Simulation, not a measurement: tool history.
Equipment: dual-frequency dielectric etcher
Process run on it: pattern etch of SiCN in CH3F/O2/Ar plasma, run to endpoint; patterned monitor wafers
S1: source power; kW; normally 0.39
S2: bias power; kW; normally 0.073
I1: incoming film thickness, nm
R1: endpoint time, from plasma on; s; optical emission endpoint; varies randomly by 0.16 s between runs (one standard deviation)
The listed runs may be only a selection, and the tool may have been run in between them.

Run 1, day 0: usual settings but S1 0.44 kW, S2 0.085 kW; I1 8.48. Result: R1 20.2 s.
Run 2, day 0.717: usual settings; I1 8.55. Result: R1 22.5 s.
Run 3, day 1.35: usual settings; I1 8.53. Result: R1 22.3 s.
Run 4, day 2.292: usual settings; I1 8.48. Result: R1 22 s.
Run 5, day 2.904: usual settings; I1 8.48. Result: R1 22.3 s.
Run 6, day 3.521: usual settings; I1 8.58. Result: R1 22.4 s.
Run 7, day 4.654: usual settings; I1 8.55. Result: R1 22.4 s.
Run 8, day 5.942: usual settings but S2 0.064 kW; I1 8.45. Result: R1 22.5 s.
Run 9, day 6.579: usual settings but S2 0.064 kW; I1 8.55. Result: R1 22.9 s.
Run 10, day 7.283: usual settings; I1 8.51. Result: R1 22.3 s.
Run 11, day 9.388: usual settings; I1 8.4. Result: R1 21.6 s.
Run 12, day 10.233: usual settings but S1 0.33 kW; I1 8.6. Result: R1 24.7 s.
Run 13, day 10.958: usual settings; I1 8.54. Result: R1 21.7 s.
Run 14, day 12.017: usual settings but S1 0.42 kW, S2 0.09 kW; I1 8.51. Result: R1 19.8 s.
Run 15, day 13.479: usual settings but S1 0.47 kW, S2 0.085 kW; I1 8.38. Result: R1 18.7 s.
At day 15.933: wet clean of the chamber.
Run 16, day 15.954: usual settings but S1 0.42 kW, S2 0.083 kW; I1 8.53. Result: R1 21.1 s.
Run 17, day 15.967: usual settings but S1 0.45 kW, S2 0.064 kW; I1 8.43. Result: R1 21.6 s.
Run 18, day 16.296: usual settings; I1 8.55. Result: R1 23.2 s.
Run 19, day 17.471: usual settings but S2 0.063 kW; I1 8.49. Result: R1 23.4 s.
At day 18.258: source power generator calibrated.
Run 20, day 18.321: usual settings but S1 0.48 kW; I1 8.43. Result: R1 20.5 s.
At day 18.988: bias power generator calibrated.
At day 22.158: upper electrode replaced.
Run 21, day 22.179: usual settings but S1 0.43 kW, S2 0.083 kW; I1 8.53. Result: R1 20.9 s.
Run 22, day 25.525: usual settings; I1 8.55. Result: R1 22.5 s.
Run 23, day 26.354: usual settings but S1 0.42 kW, S2 0.064 kW; I1 8.56. Result: R1 22.2 s.
Run 24, day 27.4: usual settings; I1 8.43. Result: R1 22.3 s.
Run 25, day 28.062: usual settings but S1 0.42 kW, S2 0.081 kW; I1 8.58. Result: R1 21.1 s.

Branching from run 25: 3 alternative next runs. What would each branch give?
Run A, day 28.079: usual settings; I1 8.52. Result: R1 ?.
Run B, day 28.079: usual settings but S1 0.36 kW, S2 0.068 kW; I1 8.52. Result: R1 ?.
Run C, day 28.079: usual settings but S1 0.34 kW; I1 8.52. Result: R1 ?.

run    R1
  A  22.3
  B  23.8
  C  24.3
Stripped of hidden state, with their random variation kept, the same runs would have yielded:
run    R1
  A  22.8
  B  24.3
  C  24.8

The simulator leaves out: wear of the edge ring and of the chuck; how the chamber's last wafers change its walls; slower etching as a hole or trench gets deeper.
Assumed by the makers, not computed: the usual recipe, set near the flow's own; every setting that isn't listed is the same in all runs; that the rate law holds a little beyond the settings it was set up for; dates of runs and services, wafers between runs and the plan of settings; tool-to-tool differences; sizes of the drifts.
